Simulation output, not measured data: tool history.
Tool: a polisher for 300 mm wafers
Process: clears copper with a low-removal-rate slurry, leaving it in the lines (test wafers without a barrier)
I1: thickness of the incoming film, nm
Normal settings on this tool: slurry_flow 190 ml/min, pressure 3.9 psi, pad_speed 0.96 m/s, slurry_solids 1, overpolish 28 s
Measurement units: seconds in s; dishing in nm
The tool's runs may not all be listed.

run 1 day=0 | slurry_flow=190 pressure=3.9 pad_speed=0.96 slurry_solids=1 overpolish=28 | I1=418.1 | seconds=111.5 dishing=75.8
run 2 day=0.592 | slurry_flow=190 pressure=3.9 pad_speed=0.96 slurry_solids=1 overpolish=28 | I1=421.8 | seconds=113.6 dishing=77.6
run 3 day=2.083 | slurry_flow=190 pressure=3.9 pad_speed=0.96 slurry_solids=1 overpolish=28 | I1=424.9 | seconds=115 dishing=77.1
run 4 day=2.95 | slurry_flow=190 pressure=3.9 pad_speed=0.96 slurry_solids=1 overpolish=28 | I1=417.1 | seconds=111.4 dishing=76.8
-- day=3.354 worn pad replaced by a new one
run 5 day=3.817 | slurry_flow=190 pressure=3.9 pad_speed=0.96 slurry_solids=1 overpolish=28 | I1=419.6 | seconds=113.4 dishing=76.8
run 6 day=4.383 | slurry_flow=190 pressure=3.9 pad_speed=0.96 slurry_solids=1 overpolish=28 | I1=415.7 | seconds=112.5 dishing=78.3
-- day=5 slurry blender recalibrated
run 7 day=6.9 | slurry_flow=190 pressure=4.9 pad_speed=0.96 slurry_solids=1 overpolish=28 | I1=423 | seconds=98.3 dishing=85.7
run 8 day=8.258 | slurry_flow=190 pressure=4.9 pad_speed=0.96 slurry_solids=1 overpolish=28 | I1=413.5 | seconds=97.8 dishing=90
-- day=8.429 worn pad replaced by a new one
run 9 day=8.888 | slurry_flow=190 pressure=3.9 pad_speed=0.78 slurry_solids=1 overpolish=28 | I1=414.8 | seconds=139.6 dishing=63.7
run 10 day=9.892 | slurry_flow=190 pressure=3.9 pad_speed=0.78 slurry_solids=1 overpolish=28 | I1=423.8 | seconds=143.5 dishing=65.2
-- day=10.846 slurry blender recalibrated
run 11 day=10.917 | slurry_flow=190 pressure=3.9 pad_speed=0.96 slurry_solids=1 overpolish=28 | I1=425.3 | seconds=119 dishing=78.1
run 12 day=11.933 | slurry_flow=190 pressure=3.9 pad_speed=1.16 slurry_solids=1.15 overpolish=28 | I1=421.5 | seconds=93.7 dishing=88.1
-- day=13.604 head pressure recalibrated
-- day=14.438 worn pad replaced by a new one
run 13 day=15.729 | slurry_flow=210 pressure=2.9 pad_speed=0.64 slurry_solids=1 overpolish=40 | I1=411.3 | seconds=203.5 dishing=63.2
run 14 day=16.404 | slurry_flow=190 pressure=3.9 pad_speed=0.96 slurry_solids=1 overpolish=28 | I1=423.5 | seconds=123.4 dishing=75.5
-- day=17.2 slurry blender recalibrated
run 15 day=17.35 | slurry_flow=190 pressure=2.7 pad_speed=1.06 slurry_solids=0.9 overpolish=28 | I1=415 | seconds=141.8 dishing=62
run 16 day=18.867 | slurry_flow=140 pressure=3.9 pad_speed=0.96 slurry_solids=1 overpolish=28 | I1=424.2 | seconds=136 dishing=67.1
-- day=19.008 slurry nozzle cleaned
-- day=20.308 worn pad replaced by a new one
run 17 day=20.329 | slurry_flow=145 pressure=3.9 pad_speed=0.96 slurry_solids=0.75 overpolish=37 | I1=420.9 | seconds=123.2 dishing=92.3
run 18 day=20.938 | slurry_flow=160 pressure=5.2 pad_speed=0.8 slurry_solids=1.2 overpolish=28 | I1=419.4 | seconds=107.8 dishing=83.5
run 19 day=23.333 | slurry_flow=155 pressure=3.5 pad_speed=0.96 slurry_solids=1.1 overpolish=39 | I1=421.3 | seconds=121.2 dishing=95.5
-- day=24.129 slurry blender recalibrated
-- day=25.492 worn pad replaced by a new one
run 20 day=26.904 | slurry_flow=190 pressure=3.9 pad_speed=0.96 slurry_solids=1 overpolish=28 | I1=421.5 | seconds=109.4 dishing=78.2
run 21 day=27.946 | slurry_flow=190 pressure=3.9 pad_speed=0.96 slurry_solids=1 overpolish=28 | I1=422.7 | seconds=109.9 dishing=79.3
run 22 day=28.996 | slurry_flow=190 pressure=3.9 pad_speed=0.96 slurry_solids=1 overpolish=28 | I1=418.4 | seconds=110.1 dishing=79.2
-- day=29.467 slurry blender recalibrated
run 23 day=29.654 | slurry_flow=140 pressure=3.9 pad_speed=0.64 slurry_solids=0.9 overpolish=35 | I1=416.6 | seconds=182.3 dishing=64.7

Consider 3 possible next runs. They are alternatives, not a sequence: every one starts from the tool as it was left by run 23. What does each give?
run A day=29.675 | slurry_flow=190 pressure=5 pad_speed=0.96 slurry_solids=1 overpolish=28 | I1=419.1 | seconds=? dishing=?
run B day=29.675 | slurry_flow=130 pressure=3.9 pad_speed=0.72 slurry_solids=1 overpolish=28 | I1=419.1 | seconds=? dishing=?
run C day=29.675 | slurry_flow=240 pressure=3.9 pad_speed=0.96 slurry_solids=1 overpolish=28 | I1=419.1 | seconds=? dishing=?

run=A seconds=94.5 dishing=91.5
run=B seconds=161.3 dishing=59.3
run=C seconds=108.5 dishing=81.2
What these runs would have given with no unlogged condition in the tool:
run=A seconds=93.8 dishing=92
run=B seconds=159.4 dishing=59.9
run=C seconds=107.8 dishing=81.6
